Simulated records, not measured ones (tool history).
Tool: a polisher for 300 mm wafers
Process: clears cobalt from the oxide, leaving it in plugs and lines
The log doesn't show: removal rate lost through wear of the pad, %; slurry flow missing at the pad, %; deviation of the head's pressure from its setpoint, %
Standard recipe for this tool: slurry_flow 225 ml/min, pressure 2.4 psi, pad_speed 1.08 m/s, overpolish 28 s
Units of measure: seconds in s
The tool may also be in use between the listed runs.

| run | hour | slurry_flow | pressure | pad_speed | overpolish | wafers since the last listed run | wafers polished on this pad | hours since the slurry nozzle was cleaned | hours since the head pressure was calibrated | incoming thickness of the incoming film, nm | seconds |
|---|---|---|---|---|---|---|---|---|---|---|---|
| 1 | 0.0 | 225 | 2.4 | 1.08 | 28 | 0 | 5415 | 612.9 | 468.3 | 211.1 | 32.6 |
|  | 45.1 | worn pad replaced by a new one |
|  | 52.3 | slurry nozzle cleaned |
| 2 | 66.4 | 225 | 2.4 | 1.08 | 28 | 816 | 270 | 14.1 | 534.7 | 205.5 | 26.7 |
|  | 89.4 | head pressure recalibrated |
| 3 | 107.8 | 185 | 2.4 | 1.08 | 36 | 523 | 793 | 55.5 | 18.4 | 207.7 | 28.1 |
| 4 | 142.8 | 185 | 2.4 | 1.08 | 36 | 465 | 1259 | 90.5 | 53.4 | 206.2 | 27.2 |
| 5 | 173.0 | 185 | 2.4 | 1.08 | 36 | 401 | 1660 | 120.7 | 83.6 | 206.1 | 29.1 |
| 6 | 225.3 | 225 | 2.4 | 1.08 | 28 | 695 | 2355 | 173.0 | 135.9 | 208.9 | 28.3 |
| 7 | 263.1 | 225 | 2.4 | 1.08 | 28 | 502 | 2858 | 210.8 | 173.7 | 207.5 | 28.0 |
| 8 | 304.2 | 250 | 2.4 | 1.08 | 28 | 546 | 3404 | 251.9 | 214.8 | 207.4 | 29.7 |
| 9 | 349.7 | 225 | 2.4 | 1.08 | 37 | 604 | 4009 | 297.4 | 260.3 | 211.0 | 30.6 |
| 10 | 395.5 | 225 | 2.4 | 1.08 | 37 | 608 | 4618 | 343.2 | 306.1 | 208.3 | 30.5 |
| 11 | 425.1 | 225 | 2.4 | 1.08 | 37 | 393 | 5011 | 372.8 | 335.7 | 212.0 | 31.4 |
| 12 | 470.6 | 245 | 2.4 | 1.08 | 15 | 604 | 5616 | 418.3 | 381.2 | 209.1 | 33.3 |
|  | 486.6 | worn pad replaced by a new one |
| 13 | 503.6 | 225 | 2.4 | 0.80 | 33 | 385 | 225 | 451.3 | 414.2 | 212.7 | 38.0 |
| 14 | 545.8 | 225 | 2.4 | 1.08 | 28 | 560 | 786 | 493.5 | 456.4 | 210.7 | 27.8 |
| 15 | 577.5 | 225 | 2.4 | 1.20 | 28 | 421 | 1207 | 525.2 | 488.1 | 209.6 | 25.2 |
| 16 | 649.3 | 225 | 2.9 | 1.34 | 16 | 954 | 2162 | 597.0 | 559.9 | 208.1 | 19.1 |
| 17 | 695.4 | 165 | 2.4 | 1.08 | 35 | 612 | 2775 | 643.1 | 606.0 | 210.8 | 30.6 |
|  | 714.1 | head pressure recalibrated |
| 18 | 747.0 | 225 | 2.4 | 1.08 | 28 | 659 | 3434 | 694.7 | 32.9 | 209.6 | 29.1 |
| 19 | 772.8 | 225 | 1.9 | 0.80 | 16 | 342 | 3777 | 720.5 | 58.7 | 211.6 | 50.7 |
| 20 | 806.7 | 225 | 2.4 | 1.08 | 28 | 450 | 4228 | 754.4 | 92.6 | 211.0 | 30.4 |
|  | 841.2 | worn pad replaced by a new one, of another model than before |
|  | 845.8 | slurry nozzle cleaned |
| 21 | 877.1 | 275 | 2.4 | 1.08 | 28 | 869 | 464 | 31.3 | 163.0 | 207.3 | 27.5 |
| 22 | 901.3 | 200 | 2.6 | 1.44 | 23 | 321 | 786 | 55.5 | 187.2 | 206.6 | 21.1 |
| 23 | 969.9 | 225 | 2.4 | 1.08 | 38 | 911 | 1698 | 124.1 | 255.8 | 211.4 | 28.7 |
| 24 | 1030.4 | 225 | 2.4 | 1.08 | 28 | 804 | 2502 | 184.6 | 316.3 | 213.8 | 29.3 |
| 25 | 1145.2 | 225 | 2.4 | 1.08 | 28 | 1526 | 4028 | 299.4 | 431.1 | 210.8 | 30.7 |
| 26 | 1200.5 | 225 | 1.9 | 1.08 | 28 | 735 | 4763 | 354.7 | 486.4 | 208.7 | 37.5 |
| 27 | 1240.2 | 200 | 2.6 | 1.44 | 23 | 527 | 5291 | 394.4 | 526.1 | 214.3 | 24.0 |
|  | 1281.1 | worn pad replaced by a new one |
|  | 1284.1 | head pressure recalibrated |
| 28 | 1286.7 | 225 | 2.4 | 1.28 | 28 | 538 | 48 | 440.9 | 2.6 | 212.2 | 24.1 |
| 29 | 1376.2 | 295 | 2.4 | 1.08 | 28 | 1189 | 1237 | 530.4 | 92.1 | 213.6 | 27.5 |
| 30 | 1405.3 | 225 | 2.4 | 1.08 | 28 | 386 | 1624 | 559.5 | 121.2 | 208.8 | 27.8 |
| 31 | 1470.8 | 255 | 2.6 | 1.08 | 37 | 870 | 2495 | 625.0 | 186.7 | 207.2 | 26.8 |
|  | 1499.7 | slurry nozzle cleaned |
| 32 | 1508.5 | 225 | 2.4 | 1.22 | 19 | 487 | 2983 | 8.8 | 224.4 | 208.2 | 26.3 |
| 33 | 1533.0 | 225 | 2.6 | 1.38 | 28 | 325 | 3309 | 33.3 | 248.9 | 206.6 | 22.2 |

The same runs without the tool's hidden state, with the same run-to-run variation:
| run | seconds |
|---|---|
| 1 | 28.3 |
| 2 | 26.3 |
| 3 | 27.6 |
| 4 | 26.6 |
| 5 | 28.3 |
| 6 | 27.2 |
| 7 | 26.6 |
| 8 | 27.7 |
| 9 | 28.0 |
| 10 | 27.3 |
| 11 | 27.5 |
| 12 | 28.3 |
| 13 | 37.5 |
| 14 | 27.4 |
| 15 | 24.7 |
| 16 | 18.5 |
| 17 | 29.2 |
| 18 | 27.2 |
| 19 | 46.9 |
| 20 | 27.7 |
| 21 | 27.1 |
| 22 | 20.7 |
| 23 | 27.9 |
| 24 | 28.1 |
| 25 | 28.1 |
| 26 | 33.3 |
| 27 | 20.8 |
| 28 | 23.8 |
| 29 | 27.1 |
| 30 | 27.3 |
| 31 | 25.8 |
| 32 | 25.1 |
| 33 | 21.0 |
